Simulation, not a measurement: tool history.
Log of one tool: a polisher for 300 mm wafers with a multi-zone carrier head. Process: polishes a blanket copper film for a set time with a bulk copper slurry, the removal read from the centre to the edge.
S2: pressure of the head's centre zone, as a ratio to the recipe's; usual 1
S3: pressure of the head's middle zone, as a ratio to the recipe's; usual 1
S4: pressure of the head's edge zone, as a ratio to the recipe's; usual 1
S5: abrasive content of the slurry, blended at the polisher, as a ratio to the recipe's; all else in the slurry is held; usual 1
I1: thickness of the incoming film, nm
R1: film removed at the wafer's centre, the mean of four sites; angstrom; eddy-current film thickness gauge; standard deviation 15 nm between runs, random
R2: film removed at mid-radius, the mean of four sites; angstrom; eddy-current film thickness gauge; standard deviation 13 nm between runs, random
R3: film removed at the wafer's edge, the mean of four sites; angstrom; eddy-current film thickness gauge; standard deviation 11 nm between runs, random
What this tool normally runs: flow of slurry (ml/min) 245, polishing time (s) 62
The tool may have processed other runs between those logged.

run 1 hour=0 | flow_of_slurry_(ml/min)=245 S2=1.09 S3=1 S4=1 S5=1 polishing_time_(s)=75 | I1=4414.2 | R1=12470 R2=11552 R3=11836
run 2 hour=79.2 | flow_of_slurry_(ml/min)=245 S2=1.09 S3=1 S4=1 S5=1 polishing_time_(s)=75 | I1=4309 | R1=11952 R2=10465 R3=11009
run 3 hour=121.3 | flow_of_slurry_(ml/min)=245 S2=1.09 S3=1 S4=1 S5=1 polishing_time_(s)=75 | I1=4392.3 | R1=11876 R2=10322 R3=10601
-- hour=141.5 worn pad replaced by a new one
-- hour=184.7 slurry nozzle cleaned
run 4 hour=200.9 | flow_of_slurry_(ml/min)=245 S2=1 S3=1 S4=1 S5=1 polishing_time_(s)=62 | I1=4378.4 | R1=9919 R2=9097 R3=9398
run 5 hour=248.3 | flow_of_slurry_(ml/min)=245 S2=1 S3=1 S4=1 S5=1 polishing_time_(s)=62 | I1=4345.9 | R1=9792 R2=9092 R3=9136
-- hour=270.3 centre zone pressure recalibrated
run 6 hour=319.9 | flow_of_slurry_(ml/min)=245 S2=1 S3=1 S4=1 S5=1 polishing_time_(s)=62 | I1=4360.1 | R1=8638 R2=8454 R3=8788
-- hour=343.6 worn pad replaced by a new one
run 7 hour=427 | flow_of_slurry_(ml/min)=245 S2=1 S3=1 S4=1.05 S5=1 polishing_time_(s)=62 | I1=4365.2 | R1=9251 R2=9170 R3=9613
run 8 hour=472.4 | flow_of_slurry_(ml/min)=245 S2=1.04 S3=1 S4=1 S5=1 polishing_time_(s)=62 | I1=4376.6 | R1=9353 R2=8941 R3=9169
-- hour=506.9 worn pad replaced by a new one
run 9 hour=517.5 | flow_of_slurry_(ml/min)=245 S2=0.92 S3=1 S4=1 S5=0.8 polishing_time_(s)=62 | I1=4395.1 | R1=8518 R2=9222 R3=9297
-- hour=593.4 carrier head's membrane replaced by a new one
run 10 hour=601.4 | flow_of_slurry_(ml/min)=245 S2=1 S3=1 S4=1.07 S5=1 polishing_time_(s)=62 | I1=4413.3 | R1=9186 R2=9038 R3=9602
run 11 hour=652.5 | flow_of_slurry_(ml/min)=330 S2=1 S3=0.9 S4=1.04 S5=1.25 polishing_time_(s)=62 | I1=4397.1 | R1=9733 R2=8970 R3=9916
-- hour=670.1 edge zone pressure recalibrated
-- hour=675.3 slurry nozzle cleaned
-- hour=679.5 worn pad replaced by a new one
run 12 hour=701.5 | flow_of_slurry_(ml/min)=245 S2=1 S3=0.89 S4=1.09 S5=1 polishing_time_(s)=74 | I1=4377.8 | R1=11620 R2=10365 R3=12110

Predict the results of run 13:
run 13 hour=793.5 | flow_of_slurry_(ml/min)=245 S2=1 S3=1 S4=1 S5=1 polishing_time_(s)=62 | I1=4434.9 | R1=? R2=? R3=?

Run 13 yielded R1 9022 angstrom, R2 8792 angstrom, R3 8924 angstrom.
Minus the tool's unlogged condition, the same run would have read R1 9631 angstrom, R2 9687 angstrom, R3 9830 angstrom.
